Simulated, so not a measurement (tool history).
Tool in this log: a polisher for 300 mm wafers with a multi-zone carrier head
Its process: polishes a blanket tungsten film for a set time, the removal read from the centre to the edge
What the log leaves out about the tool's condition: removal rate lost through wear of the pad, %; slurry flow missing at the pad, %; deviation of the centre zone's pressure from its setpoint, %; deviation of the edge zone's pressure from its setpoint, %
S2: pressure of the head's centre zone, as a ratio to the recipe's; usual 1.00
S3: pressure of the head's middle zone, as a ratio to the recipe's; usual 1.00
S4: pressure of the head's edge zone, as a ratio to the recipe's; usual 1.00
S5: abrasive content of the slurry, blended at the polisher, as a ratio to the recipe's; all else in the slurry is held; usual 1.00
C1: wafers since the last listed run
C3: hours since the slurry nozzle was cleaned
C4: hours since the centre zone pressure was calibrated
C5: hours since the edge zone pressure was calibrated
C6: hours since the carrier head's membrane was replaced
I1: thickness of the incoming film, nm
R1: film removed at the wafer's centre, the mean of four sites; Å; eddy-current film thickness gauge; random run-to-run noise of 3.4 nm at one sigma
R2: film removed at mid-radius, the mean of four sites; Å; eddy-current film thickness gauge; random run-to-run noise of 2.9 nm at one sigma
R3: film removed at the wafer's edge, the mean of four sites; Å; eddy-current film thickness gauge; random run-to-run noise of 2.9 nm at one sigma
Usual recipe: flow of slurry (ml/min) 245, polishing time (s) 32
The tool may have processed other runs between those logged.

Run 1, hour 0.0: usual settings; C1 0; wafers polished on this pad 2239; C3 63.7; C4 240.1; C5 522.0; C6 1086.7; I1 614.6. Result: R1 2397 Å, R2 2408 Å, R3 2349 Å.
Run 2, hour 30.3: usual settings; C1 515; wafers polished on this pad 2754; C3 94.0; C4 270.4; C5 552.3; C6 1117.0; I1 613.5. Result: R1 2330 Å, R2 2442 Å, R3 2352 Å.
Run 3, hour 66.5: usual settings; C1 615; wafers polished on this pad 3370; C3 130.2; C4 306.6; C5 588.5; C6 1153.2; I1 625.4. Result: R1 2357 Å, R2 2447 Å, R3 2366 Å.
At hour 76.6: worn pad replaced by a new one.
Run 4, hour 96.9: usual settings; C1 449; wafers polished on this pad 346; C3 160.6; C4 337.0; C5 618.9; C6 1183.6; I1 619.3. Result: R1 2387 Å, R2 2390 Å, R3 2340 Å.
Run 5, hour 156.3: usual settings; C1 1010; wafers polished on this pad 1356; C3 220.0; C4 396.4; C5 678.3; C6 1243.0; I1 618.4. Result: R1 2457 Å, R2 2429 Å, R3 2347 Å.
Run 6, hour 221.9: usual settings but flow of slurry (ml/min) 205, S3 1.08; C1 1116; wafers polished on this pad 2472; C3 285.6; C4 462.0; C5 743.9; C6 1308.6; I1 632.1. Result: R1 2314 Å, R2 2512 Å, R3 2315 Å.
At hour 266.4: carrier head's membrane replaced by a new one.
At hour 282.5: worn pad replaced by a new one.
Run 7, hour 292.6: usual settings but flow of slurry (ml/min) 205, S3 1.08; C1 1049; wafers polished on this pad 172; C3 356.3; C4 532.7; C5 814.6; C6 26.2; I1 630.4. Result: R1 2285 Å, R2 2495 Å, R3 2361 Å.
Run 8, hour 341.5: usual settings but flow of slurry (ml/min) 205, S3 1.08; C1 832; wafers polished on this pad 1004; C3 405.2; C4 581.6; C5 863.5; C6 75.1; I1 628.8. Result: R1 2331 Å, R2 2526 Å, R3 2345 Å.
Run 9, hour 380.1: usual settings; C1 656; wafers polished on this pad 1660; C3 443.8; C4 620.2; C5 902.1; C6 113.7; I1 620.2. Result: R1 2457 Å, R2 2386 Å, R3 2367 Å.
At hour 414.7: slurry nozzle cleaned.
Run 10, hour 430.2: usual settings but S2 1.04, S3 1.05, S5 1.10, polishing time (s) 27; C1 835; wafers polished on this pad 2496; C3 15.5; C4 670.3; C5 952.2; C6 163.8; I1 609.8. Result: R1 2169 Å, R2 2222 Å, R3 2068 Å.
Run 11, hour 459.5: usual settings but S2 1.04, S3 1.05, S5 1.10, polishing time (s) 27; C1 498; wafers polished on this pad 2994; C3 44.8; C4 699.6; C5 981.5; C6 193.1; I1 621.1. Result: R1 2070 Å, R2 2145 Å, R3 2040 Å.
At hour 493.0: worn pad replaced by a new one.
At hour 513.8: edge zone pressure recalibrated.
Run 12, hour 525.9: usual settings but flow of slurry (ml/min) 280; C1 1027; wafers polished on this pad 525; C3 111.2; C4 766.0; C5 12.1; C6 259.5; I1 625.1. Result: R1 2381 Å, R2 2480 Å, R3 2382 Å.
Run 13, hour 554.1: usual settings; C1 479; wafers polished on this pad 1005; C3 139.4; C4 794.2; C5 40.3; C6 287.7; I1 621.8. Result: R1 2380 Å, R2 2407 Å, R3 2340 Å.
Run 14, hour 584.9: usual settings but flow of slurry (ml/min) 305, polishing time (s) 27; C1 524; wafers polished on this pad 1529; C3 170.2; C4 825.0; C5 71.1; C6 318.5; I1 620.1. Result: R1 2024 Å, R2 2080 Å, R3 2086 Å.
At hour 622.1: centre zone pressure recalibrated.
Run 15, hour 633.3: usual settings but S5 1.15; C1 789; wafers polished on this pad 2319; C3 218.6; C4 11.2; C5 119.5; C6 366.9; I1 615.2. Result: R1 2549 Å, R2 2553 Å, R3 2475 Å.
At hour 678.1: worn pad replaced by a new one.
Run 16, hour 678.6: usual settings but flow of slurry (ml/min) 205, S3 1.08; C1 702; wafers polished on this pad 8; C3 263.9; C4 56.5; C5 164.8; C6 412.2; I1 615.4. Result: R1 2333 Å, R2 2512 Å, R3 2307 Å.

For run 17, what comes out?
Run 17, hour 704.1: usual settings but S4 0.96, S5 0.75; C1 433; wafers polished on this pad 442; C3 289.4; C4 82.0; C5 190.3; C6 437.7; I1 615.5. Result: R1 ?, R2 ?, R3 ?.

R1: 2210 Å
R2: 2194 Å
R3: 2097 Å
Were there no unlogged condition in the tool, this run, its random variation unchanged, would have produced R1 2210 Å, R2 2194 Å, R3 2097 Å.
